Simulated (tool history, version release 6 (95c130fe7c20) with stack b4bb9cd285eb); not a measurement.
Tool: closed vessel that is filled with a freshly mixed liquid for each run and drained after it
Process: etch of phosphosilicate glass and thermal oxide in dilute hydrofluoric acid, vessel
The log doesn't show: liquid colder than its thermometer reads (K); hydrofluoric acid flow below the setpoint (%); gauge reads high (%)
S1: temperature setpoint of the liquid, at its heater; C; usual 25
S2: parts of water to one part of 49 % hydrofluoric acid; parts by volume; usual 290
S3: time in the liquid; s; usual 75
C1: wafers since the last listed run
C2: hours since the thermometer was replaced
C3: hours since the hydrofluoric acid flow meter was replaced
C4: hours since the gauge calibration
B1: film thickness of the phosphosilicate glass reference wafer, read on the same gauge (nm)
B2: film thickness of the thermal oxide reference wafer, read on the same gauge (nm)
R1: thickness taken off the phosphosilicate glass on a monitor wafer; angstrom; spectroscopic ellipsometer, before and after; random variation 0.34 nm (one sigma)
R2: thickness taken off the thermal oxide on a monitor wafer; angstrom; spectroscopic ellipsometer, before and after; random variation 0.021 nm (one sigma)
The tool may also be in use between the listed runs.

{"run": 1, "hour": 0.0, "S1": 25, "S2": 290, "S3": 55, "C1": 0, "C2": 1303.9, "C3": 968.4, "C4": 615.7, "B1": 50.01, "B2": 29.968, "R1": 339.2, "R2": 6.88}
{"run": 2, "hour": 42.9, "S1": 25, "S2": 290, "S3": 55, "C1": 6311, "C2": 1346.8, "C3": 1011.3, "C4": 658.6, "B1": 49.97, "B2": 30.002, "R1": 341, "R2": 6.7}
{"run": 3, "hour": 91.9, "S1": 25, "S2": 290, "S3": 75, "C1": 7209, "C2": 1395.8, "C3": 1060.3, "C4": 707.6, "B1": 50, "B2": 29.999, "R1": 472, "R2": 9.46}
{"run": 4, "hour": 150.0, "S1": 25, "S2": 290, "S3": 75, "C1": 8548, "C2": 1453.9, "C3": 1118.4, "C4": 765.7, "B1": 49.99, "B2": 29.994, "R1": 464.3, "R2": 8.99}
{"run": 5, "hour": 198.8, "S1": 27, "S2": 290, "S3": 75, "C1": 7180, "C2": 1502.7, "C3": 1167.2, "C4": 814.5, "B1": 49.95, "B2": 30.006, "R1": 500.6, "R2": 9.94}
{"run": 6, "hour": 234.8, "S1": 25, "S2": 290, "S3": 75, "C1": 5296, "C2": 1538.7, "C3": 1203.2, "C4": 850.5, "B1": 50.01, "B2": 29.989, "R1": 461.7, "R2": 9.12}
{"run": 7, "hour": 264.6, "S1": 25, "S2": 290, "S3": 75, "C1": 4384, "C2": 1568.5, "C3": 1233, "C4": 880.3, "B1": 50, "B2": 29.981, "R1": 465.5, "R2": 9.06}
{"run": 8, "hour": 333.7, "S1": 25, "S2": 390, "S3": 75, "C1": 10166, "C2": 1637.6, "C3": 1302.1, "C4": 949.4, "B1": 50.01, "B2": 29.999, "R1": 312.8, "R2": 6.14}
{"run": 9, "hour": 372.7, "S1": 25, "S2": 390, "S3": 75, "C1": 5738, "C2": 1676.6, "C3": 1341.1, "C4": 988.4, "B1": 49.98, "B2": 30.013, "R1": 308.9, "R2": 6.15}
{"hour": 461.5, "done": "thermometer replaced"}
{"run": 10, "hour": 498.5, "S1": 25, "S2": 290, "S3": 75, "C1": 18362, "C2": 37, "C3": 1466.9, "C4": 1114.2, "B1": 49.98, "B2": 30.013, "R1": 443.1, "R2": 8.85}
{"hour": 550.8, "done": "hydrofluoric acid flow meter replaced"}
{"run": 11, "hour": 567.9, "S1": 25, "S2": 165, "S3": 100, "C1": 10063, "C2": 106.4, "C3": 17.1, "C4": 1183.6, "B1": 49.99, "B2": 29.984, "R1": 1163.6, "R2": 23.64}
{"run": 12, "hour": 633.7, "S1": 25, "S2": 290, "S3": 75, "C1": 9681, "C2": 172.2, "C3": 82.9, "C4": 1249.4, "B1": 50, "B2": 29.982, "R1": 445.6, "R2": 8.72}
{"run": 13, "hour": 673.3, "S1": 25, "S2": 290, "S3": 75, "C1": 5826, "C2": 211.8, "C3": 122.5, "C4": 1289, "B1": 49.98, "B2": 30.019, "R1": 438.1, "R2": 8.65}
{"run": 14, "hour": 740.4, "S1": 25, "S2": 400, "S3": 75, "C1": 9872, "C2": 278.9, "C3": 189.6, "C4": 1356.1, "B1": 49.99, "B2": 29.979, "R1": 289.5, "R2": 5.7}
{"hour": 746.1, "done": "thermometer replaced, repeated, since the last time left the tool worse"}
{"run": 15, "hour": 781.8, "S1": 25, "S2": 210, "S3": 75, "C1": 5944, "C2": 35.7, "C3": 231, "C4": 1397.5, "B1": 50.03, "B2": 29.985, "R1": 728.7, "R2": 14.78}
{"run": 16, "hour": 814.9, "S1": 25, "S2": 290, "S3": 75, "C1": 4870, "C2": 68.8, "C3": 264.1, "C4": 1430.6, "B1": 49.98, "B2": 29.994, "R1": 481.8, "R2": 9.58}
{"run": 17, "hour": 879.2, "S1": 25, "S2": 410, "S3": 75, "C1": 9460, "C2": 133.1, "C3": 328.4, "C4": 1494.9, "B1": 50.01, "B2": 29.98, "R1": 306.7, "R2": 5.85}
{"run": 18, "hour": 942.5, "S1": 23.5, "S2": 355, "S3": 115, "C1": 9313, "C2": 196.4, "C3": 391.7, "C4": 1558.2, "B1": 50.01, "B2": 30.006, "R1": 539.9, "R2": 10.47}
{"run": 19, "hour": 967.1, "S1": 22, "S2": 290, "S3": 50, "C1": 3619, "C2": 221, "C3": 416.3, "C4": 1582.8, "B1": 49.98, "B2": 29.968, "R1": 288, "R2": 5.79}
{"hour": 973.7, "done": "gauge calibrated"}
{"run": 20, "hour": 1014.8, "S1": 23.5, "S2": 250, "S3": 35, "C1": 7018, "C2": 268.7, "C3": 464, "C4": 41.1, "B1": 49.98, "B2": 29.963, "R1": 258.6, "R2": 5.22}
{"run": 21, "hour": 1220.2, "S1": 28.5, "S2": 200, "S3": 105, "C1": 30220, "C2": 474.1, "C3": 669.4, "C4": 246.5, "B1": 49.95, "B2": 30.004, "R1": 1227.6, "R2": 23.96}
{"run": 22, "hour": 1254.9, "S1": 20.5, "S2": 345, "S3": 115, "C1": 5105, "C2": 508.8, "C3": 704.1, "C4": 281.2, "B1": 49.95, "B2": 30.002, "R1": 504.1, "R2": 9.93}
{"run": 23, "hour": 1298.5, "S1": 29.5, "S2": 395, "S3": 110, "C1": 6414, "C2": 552.4, "C3": 747.7, "C4": 324.8, "B1": 50.02, "B2": 30.031, "R1": 539.9, "R2": 10.88}
{"run": 24, "hour": 1339.0, "S1": 21.5, "S2": 330, "S3": 100, "C1": 5958, "C2": 592.9, "C3": 788.2, "C4": 365.3, "B1": 49.99, "B2": 30.011, "R1": 480.5, "R2": 9.45}

Forecast each of these 5 alternatives for the next run:
{"run": "A", "hour": 1339.7, "S1": 25, "S2": 290, "S3": 75, "C1": 102, "C2": 593.6, "C3": 788.9, "C4": 366, "B1": "?", "B2": "?", "R1": "?", "R2": "?"}
{"run": "B", "hour": 1339.7, "S1": 21, "S2": 205, "S3": 95, "C1": 102, "C2": 593.6, "C3": 788.9, "C4": 366, "B1": "?", "B2": "?", "R1": "?", "R2": "?"}
{"run": "C", "hour": 1339.7, "S1": 23.5, "S2": 255, "S3": 75, "C1": 102, "C2": 593.6, "C3": 788.9, "C4": 366, "B1": "?", "B2": "?", "R1": "?", "R2": "?"}
{"run": "D", "hour": 1339.7, "S1": 25, "S2": 220, "S3": 45, "C1": 102, "C2": 593.6, "C3": 788.9, "C4": 366, "B1": "?", "B2": "?", "R1": "?", "R2": "?"}
{"run": "E", "hour": 1339.7, "S1": 20.5, "S2": 425, "S3": 90, "C1": 102, "C2": 593.6, "C3": 788.9, "C4": 366, "B1": "?", "B2": "?", "R1": "?", "R2": "?"}

run=A B1=49.95 B2=30.014 R1=477.2 R2=9.09
run=B B1=49.95 B2=30.014 R1=803 R2=15.29
run=C B1=49.95 B2=30.014 R1=532.6 R2=10.15
run=D B1=49.95 B2=30.014 R1=405.4 R2=7.72
run=E B1=49.95 B2=30.014 R1=296.6 R2=5.65
Without the tool's hidden state the same runs would have given:
run=A R1=490.7 R2=9.35
run=B R1=827.9 R2=15.77
run=C R1=548.2 R2=10.44
run=D R1=417.3 R2=7.95
run=E R1=304.8 R2=5.81

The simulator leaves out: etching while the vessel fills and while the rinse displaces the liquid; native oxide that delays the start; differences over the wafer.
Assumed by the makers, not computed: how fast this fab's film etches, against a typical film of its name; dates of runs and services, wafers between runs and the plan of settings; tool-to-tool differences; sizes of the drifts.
